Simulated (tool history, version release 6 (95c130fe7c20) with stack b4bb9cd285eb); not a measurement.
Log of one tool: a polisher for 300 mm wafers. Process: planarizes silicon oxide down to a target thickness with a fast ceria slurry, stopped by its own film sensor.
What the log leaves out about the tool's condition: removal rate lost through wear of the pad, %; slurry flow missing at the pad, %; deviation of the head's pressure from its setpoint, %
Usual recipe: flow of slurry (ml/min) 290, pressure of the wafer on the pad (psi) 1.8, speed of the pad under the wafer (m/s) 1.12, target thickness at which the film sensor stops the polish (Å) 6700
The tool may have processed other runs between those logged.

| run | hour | flow of slurry (ml/min) | pressure of the wafer on the pad (psi) | speed of the pad under the wafer (m/s) | target thickness at which the film sensor stops the polish (Å) | wafers since the last listed run | wafers polished on this pad | hours since the slurry nozzle was cleaned | hours since the head pressure was calibrated | incoming thickness of the incoming film, nm | time until the film sensor stopped the polish (s) |
|---|---|---|---|---|---|---|---|---|---|---|---|
| 1 | 0.0 | 265 | 1.8 | 1.12 | 6700 | 0 | 671 | 566.7 | 471.3 | 1246.7 | 63.4 |
|  | 0.6 | worn pad replaced by a new one |
| 2 | 16.1 | 265 | 1.8 | 1.12 | 6700 | 130 | 130 | 582.8 | 487.4 | 1243.2 | 57.9 |
| 3 | 22.9 | 290 | 1.8 | 1.12 | 6700 | 57 | 187 | 589.6 | 494.2 | 1233.9 | 56.4 |
| 4 | 29.3 | 290 | 1.8 | 1.12 | 6700 | 53 | 241 | 596.0 | 500.6 | 1250.6 | 58.3 |
| 5 | 41.5 | 290 | 1.8 | 1.12 | 6700 | 102 | 343 | 608.2 | 512.8 | 1239.9 | 57.8 |
| 6 | 52.2 | 290 | 1.8 | 1.12 | 6700 | 89 | 433 | 618.9 | 523.5 | 1259.3 | 59.6 |
| 7 | 63.4 | 290 | 1.8 | 1.12 | 6700 | 94 | 527 | 630.1 | 534.7 | 1250.9 | 60.3 |
| 8 | 75.3 | 290 | 1.8 | 1.12 | 6700 | 99 | 627 | 642.0 | 546.6 | 1234.6 | 59.6 |
| 9 | 84.9 | 290 | 1.8 | 1.12 | 6000 | 80 | 708 | 651.6 | 556.2 | 1247.1 | 70.1 |
|  | 92.6 | worn pad replaced by a new one |
| 10 | 93.6 | 290 | 1.8 | 1.12 | 6000 | 39 | 8 | 660.3 | 564.9 | 1218.2 | 62.4 |
| 11 | 120.9 | 290 | 1.8 | 1.12 | 6700 | 229 | 237 | 687.6 | 592.2 | 1227.9 | 57.0 |
| 12 | 129.8 | 290 | 1.8 | 1.12 | 6700 | 74 | 312 | 696.5 | 601.1 | 1234.7 | 58.3 |
| 13 | 139.8 | 290 | 1.8 | 1.12 | 6700 | 83 | 396 | 706.5 | 611.1 | 1246.3 | 58.4 |
| 14 | 157.8 | 290 | 1.8 | 1.12 | 7370 | 151 | 547 | 724.5 | 629.1 | 1258.4 | 54.1 |
|  | 167.0 | worn pad replaced by a new one |
| 15 | 170.4 | 290 | 1.8 | 1.12 | 7370 | 72 | 28 | 737.1 | 641.7 | 1248.5 | 49.2 |
|  | 175.4 | slurry nozzle cleaned |
| 16 | 186.1 | 290 | 1.8 | 1.12 | 7200 | 123 | 152 | 10.7 | 657.4 | 1227.2 | 49.8 |
| 17 | 200.9 | 290 | 2.2 | 1.12 | 6700 | 124 | 276 | 25.5 | 672.2 | 1242.1 | 49.0 |
|  | 207.9 | head pressure recalibrated |
| 18 | 209.0 | 375 | 1.8 | 1.12 | 8670 | 51 | 327 | 33.6 | 1.1 | 1254.9 | 40.0 |
|  | 241.7 | worn pad replaced by a new one |
| 19 | 251.2 | 375 | 1.8 | 1.12 | 8670 | 320 | 79 | 75.8 | 43.3 | 1241.8 | 37.5 |
| 20 | 258.0 | 290 | 1.8 | 1.12 | 6700 | 57 | 136 | 82.6 | 50.1 | 1245.6 | 59.1 |
| 21 | 267.8 | 390 | 1.8 | 0.74 | 5460 | 82 | 219 | 92.4 | 59.9 | 1246.6 | 107.5 |
| 22 | 281.7 | 375 | 1.8 | 1.12 | 6700 | 116 | 335 | 106.3 | 73.8 | 1250.9 | 60.2 |
| 23 | 296.3 | 235 | 2.0 | 1.12 | 6700 | 122 | 458 | 120.9 | 88.4 | 1238.1 | 58.4 |
| 24 | 306.2 | 290 | 1.8 | 1.12 | 6700 | 83 | 541 | 130.8 | 98.3 | 1258.6 | 63.2 |
| 25 | 314.5 | 290 | 1.8 | 1.44 | 5700 | 69 | 611 | 139.1 | 106.6 | 1240.7 | 56.8 |
|  | 329.2 | worn pad replaced by a new one |
| 26 | 331.1 | 330 | 2.4 | 1.12 | 7280 | 105 | 16 | 155.7 | 123.2 | 1223.9 | 41.6 |
| 27 | 348.8 | 260 | 1.3 | 1.12 | 5160 | 148 | 164 | 173.4 | 140.9 | 1218.6 | 88.8 |
| 28 | 366.3 | 290 | 1.8 | 1.52 | 8530 | 146 | 311 | 190.9 | 158.4 | 1256.2 | 30.7 |
| 29 | 372.7 | 350 | 2.1 | 0.92 | 7560 | 53 | 365 | 197.3 | 164.8 | 1250.0 | 56.2 |
| 30 | 386.8 | 390 | 2.3 | 0.74 | 6700 | 118 | 484 | 211.4 | 178.9 | 1254.9 | 77.7 |
| 31 | 400.0 | 195 | 1.8 | 0.86 | 7400 | 110 | 594 | 224.6 | 192.1 | 1227.5 | 73.0 |
| 32 | 411.2 | 215 | 1.8 | 1.36 | 5660 | 94 | 688 | 235.8 | 203.3 | 1257.8 | 66.3 |

A few steps of time until the film sensor stopped the polish (s) between consecutive runs. Split each: what settings, incoming material and random variation would produce without the hidden state, and what is left over for the hidden state, along with gauge scatter present in only one of the two compared results (measured, and without hidden state):
Run 1 -> 2: worn pad replaced by a new one. time until the film sensor stopped the polish (s) -5.5: hidden state -5.9, all else +0.4.
Run 9 -> 10: worn pad replaced by a new one. time until the film sensor stopped the polish (s) -7.7: hidden state -4.9, all else -2.8.
Run 14 -> 15: worn pad replaced by a new one. time until the film sensor stopped the polish (s) -4.9: hidden state -4.0, all else -0.9.
Run 20 -> 21: flow of slurry (ml/min) 290 -> 390, speed of the pad under the wafer (m/s) 1.12 -> 0.74, target thickness at which the film sensor stops the polish (Å) 6700 -> 5460. time until the film sensor stopped the polish (s) +48.4: hidden state +1.1, all else +47.3.
Run 21 -> 22: flow of slurry (ml/min) 390 -> 375, speed of the pad under the wafer (m/s) 0.74 -> 1.12, target thickness at which the film sensor stops the polish (Å) 5460 -> 6700. time until the film sensor stopped the polish (s) -47.3: hidden state -0.1, all else -47.2.
Run 27 -> 28: flow of slurry (ml/min) 260 -> 290, pressure of the wafer on the pad (psi) 1.3 -> 1.8, speed of the pad under the wafer (m/s) 1.12 -> 1.52, target thickness at which the film sensor stops the polish (Å) 5160 -> 8530. time until the film sensor stopped the polish (s) -58.1: hidden state -0.3, all else -57.8.
